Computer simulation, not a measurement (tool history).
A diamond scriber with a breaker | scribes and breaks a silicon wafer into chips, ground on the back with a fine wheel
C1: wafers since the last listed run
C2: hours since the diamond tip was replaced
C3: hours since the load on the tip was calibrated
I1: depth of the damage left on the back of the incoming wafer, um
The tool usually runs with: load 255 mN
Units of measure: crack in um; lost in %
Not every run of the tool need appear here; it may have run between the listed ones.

run 1 day=0.000 | load=255 | C1=0 C2=530.1 C3=1247.1 | I1=2.76 | crack=12.17 lost=5.88
run 2 day=1.329 | load=255 | C1=74 C2=562.0 C3=1279.0 | I1=2.75 | crack=12.24 lost=6.12
run 3 day=2.204 | load=255 | C1=49 C2=583.0 C3=1300.0 | I1=3.00 | crack=12.14 lost=8.57
run 4 day=3.392 | load=255 | C1=66 C2=611.5 C3=1328.5 | I1=1.73 | crack=11.77 lost=6.50
run 5 day=4.579 | load=303 | C1=66 C2=640.0 C3=1357.0 | I1=1.90 | crack=12.70 lost=3.18
run 6 day=5.646 | load=314 | C1=60 C2=665.6 C3=1382.6 | I1=2.00 | crack=13.50 lost=3.08
run 7 day=6.492 | load=314 | C1=47 C2=685.9 C3=1402.9 | I1=2.17 | crack=13.11 lost=3.24
run 8 day=7.912 | load=314 | C1=80 C2=720.0 C3=1437.0 | I1=1.67 | crack=12.51 lost=3.59
-- day=11.392 diamond tip replaced by a new one
run 9 day=12.121 | load=255 | C1=232 C2=17.5 C3=1538.0 | I1=1.87 | crack=13.98 lost=2.06
run 10 day=12.888 | load=255 | C1=43 C2=35.9 C3=1556.4 | I1=2.67 | crack=14.01 lost=2.11
run 11 day=13.933 | load=255 | C1=58 C2=61.0 C3=1581.5 | I1=2.74 | crack=14.05 lost=2.57
run 12 day=15.062 | load=255 | C1=63 C2=88.1 C3=1608.6 | I1=1.69 | crack=14.15 lost=1.83
-- day=17.117 load on the tip recalibrated
run 13 day=18.542 | load=204 | C1=191 C2=171.6 C3=34.2 | I1=1.85 | crack=12.30 lost=5.81
run 14 day=19.933 | load=255 | C1=78 C2=205.0 C3=67.6 | I1=2.04 | crack=13.57 lost=2.44
run 15 day=20.858 | load=213 | C1=52 C2=227.2 C3=89.8 | I1=2.15 | crack=11.79 lost=5.53
run 16 day=21.721 | load=255 | C1=48 C2=247.9 C3=110.5 | I1=2.59 | crack=13.00 lost=2.92
run 17 day=22.321 | load=308 | C1=33 C2=262.3 C3=124.9 | I1=2.76 | crack=15.11 lost=2.19
run 18 day=23.058 | load=182 | C1=41 C2=280.0 C3=142.6 | I1=1.82 | crack=10.93 lost=10.90
run 19 day=23.583 | load=255 | C1=29 C2=292.6 C3=155.2 | I1=2.74 | crack=12.88 lost=3.72
run 20 day=24.617 | load=190 | C1=58 C2=317.4 C3=180.0 | I1=1.99 | crack=11.71 lost=9.79
run 21 day=25.712 | load=234 | C1=61 C2=343.7 C3=206.3 | I1=2.82 | crack=12.60 lost=4.99
run 22 day=26.646 | load=255 | C1=52 C2=366.1 C3=228.7 | I1=2.92 | crack=13.24 lost=3.55
run 23 day=28.138 | load=255 | C1=84 C2=401.9 C3=264.5 | I1=2.91 | crack=12.86 lost=4.61
run 24 day=28.888 | load=299 | C1=42 C2=419.9 C3=282.5 | I1=2.33 | crack=14.14 lost=2.17
run 25 day=30.046 | load=285 | C1=65 C2=447.7 C3=310.3 | I1=2.79 | crack=13.83 lost=3.12

Predict each of these 5 candidate next runs independently; none follows another, all start after run 25:
run A day=30.071 | load=209 | C1=1 C2=448.3 C3=310.9 | I1=2.15 | crack=? lost=?
run B day=30.071 | load=307 | C1=1 C2=448.3 C3=310.9 | I1=2.15 | crack=? lost=?
run C day=30.071 | load=217 | C1=1 C2=448.3 C3=310.9 | I1=2.15 | crack=? lost=?
run D day=30.071 | load=296 | C1=1 C2=448.3 C3=310.9 | I1=2.15 | crack=? lost=?
run E day=30.071 | load=309 | C1=1 C2=448.3 C3=310.9 | I1=2.15 | crack=? lost=?

run=A crack=11.62 lost=11.21
run=B crack=14.17 lost=2.30
run=C crack=11.84 lost=9.79
run=D crack=13.89 lost=2.53
run=E crack=14.21 lost=2.28
Without the tool's hidden state the same runs would have given:
run=A crack=13.03 lost=4.30
run=B crack=15.88 lost=4.01
run=C crack=13.28 lost=3.62
run=D crack=15.58 lost=3.36
run=E crack=15.94 lost=4.14
